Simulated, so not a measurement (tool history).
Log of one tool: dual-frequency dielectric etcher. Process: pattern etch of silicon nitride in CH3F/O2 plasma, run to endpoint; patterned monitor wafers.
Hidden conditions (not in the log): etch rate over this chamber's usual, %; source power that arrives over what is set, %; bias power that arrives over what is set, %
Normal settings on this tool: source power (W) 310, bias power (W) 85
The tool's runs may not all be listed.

| run | day | source power (W) | bias power (W) | wafers since the last listed run | hours since the last wet clean | hours since the last source power generator calibration | hours since the last bias power generator calibration | hours since the last upper electrode change | incoming incoming film thickness, nm | endpoint time (s) |
|---|---|---|---|---|---|---|---|---|---|---|
| 1 | 0 | 310 | 92 | 0 | 422.5 | 3324.2 | 2511 | 2877.6 | 73.5 | 84.8 |
|  | 0.983 | wet clean of the chamber |
| 2 | 2.892 | 310 | 90 | 281 | 45.8 | 3393.6 | 2580.4 | 2947 | 73.1 | 83 |
| 3 | 4.558 | 310 | 90 | 245 | 85.8 | 3433.6 | 2620.4 | 2987 | 73.6 | 84.4 |
| 4 | 6.925 | 310 | 70 | 348 | 142.6 | 3490.4 | 2677.2 | 3043.8 | 73.6 | 89.5 |
| 5 | 13.121 | 310 | 70 | 912 | 291.3 | 3639.1 | 2825.9 | 3192.5 | 73.7 | 90.1 |
|  | 13.562 | source power generator calibrated |
|  | 14.962 | upper electrode replaced |
| 6 | 14.983 | 310 | 70 | 102 | 336 | 34.1 | 2870.6 | 0.5 | 72.4 | 88.6 |
| 7 | 15.479 | 310 | 85 | 73 | 347.9 | 46 | 2882.5 | 12.4 | 73.1 | 85.9 |
| 8 | 17.842 | 370 | 85 | 348 | 404.6 | 102.7 | 2939.2 | 69.1 | 73.1 | 81.4 |
| 9 | 18.888 | 350 | 91 | 154 | 429.7 | 127.8 | 2964.3 | 94.2 | 72.9 | 81.3 |
|  | 20.767 | wet clean of the chamber |
| 10 | 21.062 | 310 | 79 | 173 | 7.1 | 180 | 3016.5 | 146.4 | 72.6 | 84.9 |
|  | 24.242 | bias power generator calibrated |
| 11 | 28.6 | 310 | 85 | 1085 | 188 | 360.9 | 104.6 | 327.3 | 73.6 | 85.6 |
| 12 | 30.871 | 340 | 77 | 334 | 242.5 | 415.4 | 159.1 | 381.8 | 73.2 | 85.3 |
| 13 | 33.354 | 360 | 73 | 365 | 302.1 | 475 | 218.7 | 441.4 | 73 | 84.4 |
| 14 | 36.104 | 290 | 91 | 405 | 368.1 | 541 | 284.7 | 507.4 | 72.4 | 86 |
| 15 | 37.45 | 360 | 85 | 198 | 400.4 | 573.3 | 317 | 539.7 | 73.4 | 82.4 |
| 16 | 39.712 | 270 | 85 | 333 | 454.7 | 627.6 | 371.3 | 594 | 72.9 | 89.3 |

Branching from run 16: 4 alternative next runs. What would each branch give?
| A | 39.733 | 380 | 85 | 3 | 455.2 | 628.1 | 371.8 | 594.5 | 73.3 | ? |
| B | 39.733 | 290 | 68 | 3 | 455.2 | 628.1 | 371.8 | 594.5 | 73.3 | ? |
| C | 39.733 | 380 | 70 | 3 | 455.2 | 628.1 | 371.8 | 594.5 | 73.3 | ? |
| D | 39.733 | 380 | 104 | 3 | 455.2 | 628.1 | 371.8 | 594.5 | 73.3 | ? |

| run | endpoint time (s) |
|---|---|
| A | 81.1 |
| B | 93 |
| C | 84.6 |
| D | 77.3 |
What these runs would have given with no unlogged condition in the tool:
| run | endpoint time (s) |
|---|---|
| A | 79.1 |
| B | 90.6 |
| C | 82.5 |
| D | 75.3 |
